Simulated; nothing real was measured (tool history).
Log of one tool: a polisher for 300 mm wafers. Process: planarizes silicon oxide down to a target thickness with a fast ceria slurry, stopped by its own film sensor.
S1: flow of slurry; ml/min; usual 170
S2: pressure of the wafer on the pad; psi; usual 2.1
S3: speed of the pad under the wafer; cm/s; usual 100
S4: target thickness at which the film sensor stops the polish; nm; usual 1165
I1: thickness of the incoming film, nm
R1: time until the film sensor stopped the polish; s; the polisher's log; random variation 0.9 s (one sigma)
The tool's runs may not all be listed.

run     day   S1   S2   S3    S4      I1     R1
  1   0.000  170  2.1   90  1165  1945.6   77.4
  2   3.596  170  2.1   90  1165  1932.4   78.5
      5.508  -- worn pad replaced by a new one
  3   5.846  170  2.1   90  1165  1931.8   77.6
  4   9.096  170  2.1   78  1165  1990.5   96.6
  5  13.229  170  2.1  100  1165  1946.9   71.2
  6  15.154  170  2.1  100  1165  1969.4   74.0
     17.525  -- worn pad replaced by a new one
  7  17.546  170  2.1  100  1165  1930.1   68.9
  8  19.742  170  2.1  100  1165  1950.9   72.0
  9  23.204  170  2.1  100  1165  1958.7   72.9
     23.562  -- slurry nozzle cleaned
 10  27.246  170  2.1  100  1165  1964.8   72.6
 11  28.758  170  2.6  100  1082  1954.6   66.9
     29.554  -- worn pad replaced by a new one
 12  33.196  170  2.6  100  1405  1933.8   41.5
 13  34.875  205  1.4   76  1165  1960.4  124.5
 14  43.742  170  2.1  100  1033  1964.8   86.1
     43.958  -- worn pad replaced by a new one
 15  48.225  170  2.1  100  1165  1960.9   72.6
 16  50.742  170  2.1  136  1165  1961.1   52.1
     50.883  -- head pressure recalibrated
 17  53.762  170  2.1  100  1165  1932.8   69.5
     56.971  -- worn pad replaced by a new one
 18  56.992  215  2.1  134  1165  1990.3   54.6
 19  59.842  200  2.1  100  1366  1991.1   55.7
     61.042  -- slurry nozzle cleaned
 20  64.108  170  2.1  100  1165  1994.8   74.1

5 ways to go on from here, each from the tool as it stands after run 20. What would each give?
  A  64.125  115  2.1  100  1165  1949.7   ?
  B  64.125  170  2.1  128  1278  1949.7   ?
  C  64.125  120  2.1  100  1085  1949.7   ?
  D  64.125  215  1.5   72  1322  1949.7   ?
  E  64.125  195  1.5   76  1271  1949.7   ?

run     R1
  A   74.4
  B   47.3
  C   81.5
  D   97.8
  E  101.2
Without the tool's hidden state the same runs would have given:
run     R1
  A   74.4
  B   47.3
  C   81.5
  D   97.8
  E  101.2
